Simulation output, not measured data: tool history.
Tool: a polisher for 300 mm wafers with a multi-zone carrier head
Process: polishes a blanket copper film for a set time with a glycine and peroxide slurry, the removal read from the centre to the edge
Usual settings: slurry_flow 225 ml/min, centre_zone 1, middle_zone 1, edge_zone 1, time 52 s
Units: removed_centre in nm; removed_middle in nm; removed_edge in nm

run	day	slurry_flow	centre_zone	middle_zone	edge_zone	time	wafers since the last listed run	wafers polished on this pad	hours since the slurry nozzle was cleaned	hours since the centre zone pressure was calibrated	hours since the edge zone pressure was calibrated	hours since the carrier head's membrane was replaced	incoming thickness of the incoming film, nm	removed_centre	removed_middle	removed_edge
1	0	150	1.1	1	1	38	0	682	390.2	1419.2	802.7	242	1541.4	118.4	110.4	115.2
2	1.012	170	1.11	1	1	64	286	969	414.5	1443.5	827	266.3	1556.8	213.3	198.5	203.3
# day 1.396: centre zone pressure recalibrated
3	2.546	225	1	1	1.07	52	410	1379	451.3	27.6	863.8	303.1	1530.2	171.1	166.1	177.7
4	4.525	175	1	1	1.11	42	560	1940	498.8	75.1	911.3	350.6	1499.7	127.9	126.9	138.3
# day 5.579: edge zone pressure recalibrated
5	6.988	225	0.89	0.93	1	46	673	2613	557.9	134.2	33.8	409.7	1537.9	132.9	140.5	153.3
6	9.825	185	1	1	1	52	803	3416	626	202.3	101.9	477.8	1543.1	158	159.4	160.1
7	11.6	225	1	1	1	52	502	3918	668.6	244.9	144.5	520.4	1543.7	169.7	168.2	166.9
8	12.667	225	1	1.03	1.03	52	301	4220	694.2	270.5	170.1	546	1507.9	167	169.2	170.9
# day 14.217: slurry nozzle cleaned
9	15.492	285	1	1.08	1	64	787	5008	30.6	338.3	237.9	613.8	1540.4	235.9	251.1	231.1
# day 17.738: worn pad replaced by a new one
10	17.825	225	1	1	0.88	52	613	24	86.6	394.3	293.9	669.8	1518.5	185.8	182.6	175.7
11	19.971	225	1	1	1	52	607	631	138.1	445.8	345.4	721.3	1543.5	177.1	180.1	175.7
12	21.429	225	1	1	1	52	412	1044	173.1	480.8	380.4	756.3	1542.6	177.5	173.8	174.7
13	22.512	225	1	1	1	52	306	1350	199.1	506.8	406.4	782.3	1521.3	179	177.8	179.2
# day 23.642: carrier head's membrane replaced by a new one
14	23.921	225	1	1.05	1.05	52	339	1690	232.9	540.6	440.2	6.7	1556.3	174.4	179.9	177.4
15	26.258	270	0.93	1	1	52	661	2352	289	596.7	496.3	62.8	1519.4	166.1	179.1	177.4
16	27.679	225	0.94	1	1.06	35	402	2754	323.1	630.8	530.4	96.9	1511.6	108.7	116	120.5
17	29.583	225	0.94	1	1	52	538	3293	368.8	676.5	576.1	142.6	1513	160.2	169	167.1
18	32	225	1	1	1	52	684	3977	426.8	734.5	634.1	200.6	1528.5	168.9	169.8	170.7
19	34.6	225	1	1	1	52	735	4713	489.2	796.9	696.5	263	1501.4	168	167.1	166.1
# day 37.862: worn pad replaced by a new one
20	39.712	225	1	1.09	0.95	52	1399	523	611.9	919.6	819.2	385.7	1519.5	165.6	179	161.5
21	42.375	225	1	1	1	35	753	1277	675.8	983.5	883.1	449.6	1543.9	110.3	114	112.6

5 ways to go on from here, each from the tool as it stands after run 21. What would each give?
A	42.392	225	1	1	1	40	4	1281	676.2	983.9	883.5	450	1509.3	?	?	?
B	42.392	305	1.05	0.97	1	52	4	1281	676.2	983.9	883.5	450	1509.3	?	?	?
C	42.392	225	1.08	0.93	1.1	59	4	1281	676.2	983.9	883.5	450	1509.3	?	?	?
D	42.392	225	1.08	1	1	52	4	1281	676.2	983.9	883.5	450	1509.3	?	?	?
E	42.392	160	1	1	1.09	43	4	1281	676.2	983.9	883.5	450	1509.3	?	?	?

run	removed_centre	removed_middle	removed_edge
A	128.3	126.2	133.2
B	189.7	171.6	182.2
C	204.3	175.1	204.5
D	180.2	164	173.2
E	120.7	121	137.4
Without the tool's hidden state the same runs would have given:
run	removed_centre	removed_middle	removed_edge
A	147.7	143.1	145.9
B	210	188	195
C	235.3	198.5	223.8
D	207.5	186	189.6
E	148.5	144.9	155.4

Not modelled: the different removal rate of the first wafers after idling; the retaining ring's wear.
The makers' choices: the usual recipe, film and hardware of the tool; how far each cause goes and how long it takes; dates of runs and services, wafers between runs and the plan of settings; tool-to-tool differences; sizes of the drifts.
